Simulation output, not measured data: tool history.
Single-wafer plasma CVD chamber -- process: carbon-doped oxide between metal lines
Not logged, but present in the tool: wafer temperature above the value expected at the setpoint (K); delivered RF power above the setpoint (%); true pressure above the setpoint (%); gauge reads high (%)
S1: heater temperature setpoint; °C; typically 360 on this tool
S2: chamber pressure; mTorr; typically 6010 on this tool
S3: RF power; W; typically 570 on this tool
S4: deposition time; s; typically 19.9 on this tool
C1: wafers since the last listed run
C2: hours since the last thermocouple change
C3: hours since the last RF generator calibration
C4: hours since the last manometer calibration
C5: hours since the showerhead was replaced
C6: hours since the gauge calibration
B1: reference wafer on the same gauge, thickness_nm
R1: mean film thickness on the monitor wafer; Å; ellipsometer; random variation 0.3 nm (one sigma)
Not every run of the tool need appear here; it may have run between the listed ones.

run	day	S1	S2	S3	S4	C1	C2	C3	C4	C5	C6	B1	R1
1	0.000	360	6010	570	21.8	0	2043.1	1773.8	1830.3	5593.0	587.2	87.925	1101.79
2	4.446	360	6010	570	19.9	2237	2149.8	1880.5	1937.0	5699.7	693.9	88.098	1003.22
3	8.100	360	6010	570	19.9	1838	2237.5	1968.2	2024.7	5787.4	781.6	88.068	1001.16
4	12.562	360	6010	570	19.9	2245	2344.6	2075.3	2131.8	5894.5	888.7	87.967	1003.36
# day 13.367: showerhead replaced, of another model than before
5	15.462	360	6010	570	18.2	1291	2414.2	2144.9	2201.4	50.3	958.3	88.119	929.41
# day 15.842: RF generator calibrated
6	18.921	360	6010	570	18.2	1572	2497.2	73.9	2284.4	133.3	1041.3	88.024	941.01
7	21.692	360	4880	570	19.9	1394	2563.7	140.4	2350.9	199.8	1107.8	87.997	1010.94
# day 22.925: capacitance manometer re-zeroed and calibrated
8	23.238	360	6010	570	21.8	610	2600.8	177.5	7.5	236.9	1144.9	88.017	1122.06
9	26.358	360	6010	665	15.9	1570	2675.7	252.4	82.4	311.8	1219.8	87.872	878.87
10	27.962	360	6010	570	18.2	807	2714.2	290.9	120.9	350.3	1258.3	87.947	941.04
# day 29.058: gauge calibrated
11	31.350	360	7260	570	19.9	1704	2795.5	372.2	202.2	431.6	55.0	87.970	1035.29
# day 32.933: thermocouple changed; heater temperature recalibrated
12	33.000	360	6010	570	23.6	662	1.6	411.8	241.8	471.2	94.6	87.976	1208.54
13	34.946	373	6010	570	21.5	979	48.3	458.5	288.5	517.9	141.3	87.976	1068.48
14	39.171	360	6010	570	21.1	2126	149.7	559.9	389.9	619.3	242.7	87.877	1081.15
15	41.508	360	6010	570	19.9	1176	205.8	616.0	446.0	675.4	298.8	87.880	1019.76

Here are 5 independent what-if runs from the current tool condition. What would each one return?
A	41.525	360	6010	570	22.7	8	206.2	616.4	446.4	675.8	299.2	?	?
B	41.525	348	5080	525	19.9	8	206.2	616.4	446.4	675.8	299.2	?	?
C	41.525	375	6010	605	18.5	8	206.2	616.4	446.4	675.8	299.2	?	?
D	41.525	374	6010	570	19.9	8	206.2	616.4	446.4	675.8	299.2	?	?
E	41.525	347	6710	665	16.3	8	206.2	616.4	446.4	675.8	299.2	?	?

run	B1	R1
A	87.889	1158.62
B	87.889	1007.04
C	87.889	933.91
D	87.889	980.57
E	87.889	939.87
Without the tool's hidden state the same runs would have given:
run	R1
A	1171.64
B	1018.67
C	944.40
D	991.58
E	950.43
